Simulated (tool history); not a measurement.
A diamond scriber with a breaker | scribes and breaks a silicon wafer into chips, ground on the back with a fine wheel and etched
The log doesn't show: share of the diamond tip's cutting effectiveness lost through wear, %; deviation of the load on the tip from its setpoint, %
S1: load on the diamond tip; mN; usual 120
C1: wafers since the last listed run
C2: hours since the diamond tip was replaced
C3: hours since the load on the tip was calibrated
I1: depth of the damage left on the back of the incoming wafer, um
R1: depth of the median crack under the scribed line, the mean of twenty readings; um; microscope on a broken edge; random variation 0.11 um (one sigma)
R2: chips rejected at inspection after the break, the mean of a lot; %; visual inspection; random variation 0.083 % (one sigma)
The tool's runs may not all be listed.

{"run": 1, "hour": 0.0, "S1": 120, "C1": 0, "C2": 286.4, "C3": 931.2, "I1": 0.41, "R1": 13.63, "R2": 2.18}
{"run": 2, "hour": 65.0, "S1": 120, "C1": 265, "C2": 351.4, "C3": 996.2, "I1": 0.63, "R1": 13.72, "R2": 2.33}
{"run": 3, "hour": 118.1, "S1": 120, "C1": 216, "C2": 404.5, "C3": 1049.3, "I1": 0.42, "R1": 13.59, "R2": 2.16}
{"run": 4, "hour": 176.4, "S1": 148, "C1": 238, "C2": 462.8, "C3": 1107.6, "I1": 0.64, "R1": 14.98, "R2": 6.53}
{"run": 5, "hour": 244.4, "S1": 148, "C1": 277, "C2": 530.8, "C3": 1175.6, "I1": 0.37, "R1": 15.38, "R2": 6.65}
{"run": 6, "hour": 290.5, "S1": 148, "C1": 188, "C2": 576.9, "C3": 1221.7, "I1": 0.69, "R1": 15.44, "R2": 7.09}
{"run": 7, "hour": 328.3, "S1": 92, "C1": 154, "C2": 614.7, "C3": 1259.5, "I1": 0.66, "R1": 12.43, "R2": 3.16}
{"run": 8, "hour": 396.3, "S1": 92, "C1": 277, "C2": 682.7, "C3": 1327.5, "I1": 0.53, "R1": 12.51, "R2": 3.3}
{"run": 9, "hour": 456.8, "S1": 120, "C1": 247, "C2": 743.2, "C3": 1388.0, "I1": 0.76, "R1": 13.96, "R2": 2.47}
{"run": 10, "hour": 507.5, "S1": 84, "C1": 207, "C2": 793.9, "C3": 1438.7, "I1": 0.72, "R1": 12.35, "R2": 3.99}
{"run": 11, "hour": 554.8, "S1": 103, "C1": 193, "C2": 841.2, "C3": 1486.0, "I1": 0.4, "R1": 13.35, "R2": 2.03}
{"run": 12, "hour": 593.0, "S1": 137, "C1": 156, "C2": 879.4, "C3": 1524.2, "I1": 0.3, "R1": 15.18, "R2": 5.61}
{"hour": 614.6, "done": "load on the tip recalibrated"}
{"run": 13, "hour": 635.7, "S1": 99, "C1": 166, "C2": 922.1, "C3": 21.1, "I1": 0.54, "R1": 12.27, "R2": 3.89}
{"run": 14, "hour": 685.7, "S1": 120, "C1": 204, "C2": 972.1, "C3": 71.1, "I1": 0.6, "R1": 13.33, "R2": 1.85}
{"hour": 706.1, "done": "diamond tip replaced by a new one"}
{"run": 15, "hour": 751.0, "S1": 111, "C1": 258, "C2": 44.9, "C3": 136.4, "I1": 0.49, "R1": 12.86, "R2": 2.36}
{"run": 16, "hour": 814.7, "S1": 120, "C1": 260, "C2": 108.6, "C3": 200.1, "I1": 0.31, "R1": 13.23, "R2": 1.87}
{"run": 17, "hour": 862.1, "S1": 120, "C1": 193, "C2": 156.0, "C3": 247.5, "I1": 0.66, "R1": 13.26, "R2": 1.96}
{"run": 18, "hour": 889.1, "S1": 89, "C1": 110, "C2": 183.0, "C3": 274.5, "I1": 0.77, "R1": 11.77, "R2": 6.43}
{"run": 19, "hour": 935.3, "S1": 120, "C1": 188, "C2": 229.2, "C3": 320.7, "I1": 0.53, "R1": 13.29, "R2": 1.87}

The tool's hidden state at each run:
share of the diamond tip's cutting effectiveness lost through wear, %: 0 in every run
H1: deviation of the load on the tip from its setpoint, %
run=1 H1=5.35
run=2 H1=6.09
run=3 H1=6.73
run=4 H1=7.47
run=5 H1=8.38
run=6 H1=9.03
run=7 H1=9.58
run=8 H1=10.6
run=9 H1=11.6
run=10 H1=12.4
run=11 H1=13.2
run=12 H1=13.9
run=13 H1=-1.69
run=14 H1=-1.66
run=15 H1=-1.58
run=16 H1=-1.46
run=17 H1=-1.33
run=18 H1=-1.25
run=19 H1=-1.09
